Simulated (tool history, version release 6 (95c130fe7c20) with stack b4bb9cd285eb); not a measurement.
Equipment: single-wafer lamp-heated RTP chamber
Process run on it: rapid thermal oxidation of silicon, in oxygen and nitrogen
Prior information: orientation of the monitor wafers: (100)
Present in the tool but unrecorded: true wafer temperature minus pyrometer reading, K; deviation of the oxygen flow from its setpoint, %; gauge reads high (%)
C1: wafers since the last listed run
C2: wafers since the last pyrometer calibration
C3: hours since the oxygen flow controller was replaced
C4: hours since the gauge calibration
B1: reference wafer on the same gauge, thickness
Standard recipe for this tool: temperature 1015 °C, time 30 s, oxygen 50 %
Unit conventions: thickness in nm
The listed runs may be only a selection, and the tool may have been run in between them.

{"run": 1, "day": 0.0, "temperature": 1015, "time": 30, "oxygen": 50, "C1": 0, "C2": 2804, "C3": 960.3, "C4": 1101, "B1": 4.302, "thickness": 4.025}
{"run": 2, "day": 3.721, "temperature": 1015, "time": 26, "oxygen": 27, "C1": 1400, "C2": 4205, "C3": 1049.6, "C4": 1190.3, "B1": 4.284, "thickness": 3.259}
{"run": 3, "day": 7.612, "temperature": 1015, "time": 26, "oxygen": 27, "C1": 1465, "C2": 5670, "C3": 1143, "C4": 1283.7, "B1": 4.284, "thickness": 3.241}
{"run": 4, "day": 10.912, "temperature": 1008, "time": 30, "oxygen": 50, "C1": 1242, "C2": 6913, "C3": 1222.2, "C4": 1362.9, "B1": 4.296, "thickness": 3.872}
{"run": 5, "day": 14.946, "temperature": 1008, "time": 30, "oxygen": 50, "C1": 1518, "C2": 8431, "C3": 1319, "C4": 1459.7, "B1": 4.292, "thickness": 3.904}
{"run": 6, "day": 26.979, "temperature": 1008, "time": 30, "oxygen": 50, "C1": 4530, "C2": 12962, "C3": 1607.8, "C4": 1748.5, "B1": 4.285, "thickness": 3.856}
{"run": 7, "day": 31.125, "temperature": 1015, "time": 30, "oxygen": 50, "C1": 1560, "C2": 14523, "C3": 1707.3, "C4": 1848, "B1": 4.287, "thickness": 4.027}
{"day": 31.558, "done": "pyrometer window cleaned and pyrometer calibrated"}
{"run": 8, "day": 44.017, "temperature": 1015, "time": 30, "oxygen": 50, "C1": 4728, "C2": 4690, "C3": 2016.7, "C4": 2157.4, "B1": 4.294, "thickness": 4.056}
{"run": 9, "day": 46.446, "temperature": 1015, "time": 30, "oxygen": 50, "C1": 914, "C2": 5604, "C3": 2075, "C4": 2215.7, "B1": 4.285, "thickness": 4.034}
{"run": 10, "day": 48.321, "temperature": 1015, "time": 30, "oxygen": 50, "C1": 705, "C2": 6310, "C3": 2120, "C4": 2260.7, "B1": 4.286, "thickness": 4.039}
{"run": 11, "day": 50.296, "temperature": 1015, "time": 30, "oxygen": 50, "C1": 743, "C2": 7054, "C3": 2167.4, "C4": 2308.1, "B1": 4.287, "thickness": 4.066}
{"run": 12, "day": 52.925, "temperature": 1015, "time": 30, "oxygen": 50, "C1": 989, "C2": 8044, "C3": 2230.5, "C4": 2371.2, "B1": 4.296, "thickness": 4.053}
{"run": 13, "day": 54.646, "temperature": 1015, "time": 30, "oxygen": 50, "C1": 647, "C2": 8692, "C3": 2271.8, "C4": 2412.5, "B1": 4.284, "thickness": 4.08}
{"run": 14, "day": 56.8, "temperature": 1015, "time": 30, "oxygen": 50, "C1": 811, "C2": 9503, "C3": 2323.5, "C4": 2464.2, "B1": 4.294, "thickness": 4.07}
{"day": 62.025, "done": "pyrometer window cleaned and pyrometer calibrated"}
{"run": 15, "day": 65.833, "temperature": 1015, "time": 30, "oxygen": 50, "C1": 3275, "C2": 1433, "C3": 2540.3, "C4": 2681, "B1": 4.286, "thickness": 4.074}
{"run": 16, "day": 68.858, "temperature": 1038, "time": 34, "oxygen": 59, "C1": 1138, "C2": 2572, "C3": 2612.9, "C4": 2753.6, "B1": 4.293, "thickness": 5.262}
{"day": 74.867, "done": "oxygen flow controller replaced"}
{"run": 17, "day": 75.508, "temperature": 1027, "time": 30, "oxygen": 50, "C1": 2378, "C2": 4950, "C3": 15.4, "C4": 2913.2, "B1": 4.285, "thickness": 4.362}
{"run": 18, "day": 77.671, "temperature": 989, "time": 23, "oxygen": 50, "C1": 814, "C2": 5764, "C3": 67.3, "C4": 2965.1, "B1": 4.286, "thickness": 3.191}
{"run": 19, "day": 80.554, "temperature": 1042, "time": 19, "oxygen": 65, "C1": 1085, "C2": 6850, "C3": 136.5, "C4": 3034.3, "B1": 4.294, "thickness": 4.433}
{"run": 20, "day": 82.571, "temperature": 1015, "time": 41, "oxygen": 50, "C1": 759, "C2": 7609, "C3": 184.9, "C4": 3082.7, "B1": 4.292, "thickness": 4.579}
{"run": 21, "day": 86.654, "temperature": 1015, "time": 30, "oxygen": 50, "C1": 1537, "C2": 9147, "C3": 282.9, "C4": 3180.7, "B1": 4.291, "thickness": 4.037}
{"day": 89.546, "done": "gauge calibrated"}
{"run": 22, "day": 93.833, "temperature": 993, "time": 35, "oxygen": 64, "C1": 2703, "C2": 11850, "C3": 455.2, "C4": 102.9, "B1": 4.28, "thickness": 4.05}
{"run": 23, "day": 96.075, "temperature": 1015, "time": 30, "oxygen": 50, "C1": 844, "C2": 12694, "C3": 509, "C4": 156.7, "B1": 4.295, "thickness": 4.07}
{"run": 24, "day": 98.308, "temperature": 1015, "time": 23, "oxygen": 26, "C1": 840, "C2": 13535, "C3": 562.6, "C4": 210.3, "B1": 4.292, "thickness": 3.105}
{"day": 100.042, "done": "pyrometer window cleaned and pyrometer calibrated"}
{"run": 25, "day": 100.062, "temperature": 993, "time": 42, "oxygen": 58, "C1": 534, "C2": 7, "C3": 604.7, "C4": 252.4, "B1": 4.281, "thickness": 4.2}
{"run": 26, "day": 103.788, "temperature": 1015, "time": 30, "oxygen": 50, "C1": 1402, "C2": 1410, "C3": 694.1, "C4": 341.8, "B1": 4.291, "thickness": 4.058}
{"run": 27, "day": 106.312, "temperature": 1015, "time": 40, "oxygen": 59, "C1": 950, "C2": 2360, "C3": 754.7, "C4": 402.4, "B1": 4.293, "thickness": 4.791}
{"run": 28, "day": 110.383, "temperature": 989, "time": 30, "oxygen": 50, "C1": 1532, "C2": 3893, "C3": 852.4, "C4": 500.1, "B1": 4.294, "thickness": 3.474}
{"run": 29, "day": 114.638, "temperature": 987, "time": 38, "oxygen": 33, "C1": 1601, "C2": 5495, "C3": 954.5, "C4": 602.2, "B1": 4.288, "thickness": 3.346}
{"run": 30, "day": 118.021, "temperature": 1005, "time": 20, "oxygen": 38, "C1": 1273, "C2": 6769, "C3": 1035.7, "C4": 683.4, "B1": 4.293, "thickness": 3.073}
{"run": 31, "day": 120.438, "temperature": 1015, "time": 30, "oxygen": 75, "C1": 909, "C2": 7679, "C3": 1093.7, "C4": 741.4, "B1": 4.29, "thickness": 4.628}
{"run": 32, "day": 122.229, "temperature": 1015, "time": 30, "oxygen": 50, "C1": 674, "C2": 8353, "C3": 1136.7, "C4": 784.4, "B1": 4.291, "thickness": 4.052}
{"run": 33, "day": 124.338, "temperature": 1015, "time": 30, "oxygen": 50, "C1": 793, "C2": 9147, "C3": 1187.3, "C4": 835, "B1": 4.291, "thickness": 4.057}
{"run": 34, "day": 127.112, "temperature": 1028, "time": 40, "oxygen": 72, "C1": 1044, "C2": 10192, "C3": 1253.9, "C4": 901.6, "B1": 4.293, "thickness": 5.661}
{"day": 130.988, "done": "pyrometer window cleaned and pyrometer calibrated"}
{"run": 35, "day": 131.008, "temperature": 1015, "time": 43, "oxygen": 32, "C1": 1341, "C2": 7, "C3": 1347.4, "C4": 995.1, "B1": 4.288, "thickness": 4.062}
{"run": 36, "day": 135.158, "temperature": 1038, "time": 35, "oxygen": 50, "C1": 1562, "C2": 1570, "C3": 1447, "C4": 1094.7, "B1": 4.292, "thickness": 5.009}
{"run": 37, "day": 137.154, "temperature": 1015, "time": 30, "oxygen": 50, "C1": 751, "C2": 2321, "C3": 1494.9, "C4": 1142.6, "B1": 4.283, "thickness": 4.044}

4 ways to go on from here, each from the tool as it stands after run 37. What would each give?
{"run": "A", "day": 137.171, "temperature": 1015, "time": 30, "oxygen": 74, "C1": 6, "C2": 2328, "C3": 1495.3, "C4": 1143, "B1": "?", "thickness": "?"}
{"run": "B", "day": 137.171, "temperature": 988, "time": 30, "oxygen": 58, "C1": 6, "C2": 2328, "C3": 1495.3, "C4": 1143, "B1": "?", "thickness": "?"}
{"run": "C", "day": 137.171, "temperature": 1043, "time": 30, "oxygen": 39, "C1": 6, "C2": 2328, "C3": 1495.3, "C4": 1143, "B1": "?", "thickness": "?"}
{"run": "D", "day": 137.171, "temperature": 994, "time": 25, "oxygen": 24, "C1": 6, "C2": 2328, "C3": 1495.3, "C4": 1143, "B1": "?", "thickness": "?"}

run=A B1=4.293 thickness=4.597
run=B B1=4.293 thickness=3.582
run=C B1=4.293 thickness=4.485
run=D B1=4.293 thickness=2.844
With no hidden state in the tool, these same runs would have given:
run=A thickness=4.597
run=B thickness=3.582
run=C thickness=4.485
run=D thickness=2.844

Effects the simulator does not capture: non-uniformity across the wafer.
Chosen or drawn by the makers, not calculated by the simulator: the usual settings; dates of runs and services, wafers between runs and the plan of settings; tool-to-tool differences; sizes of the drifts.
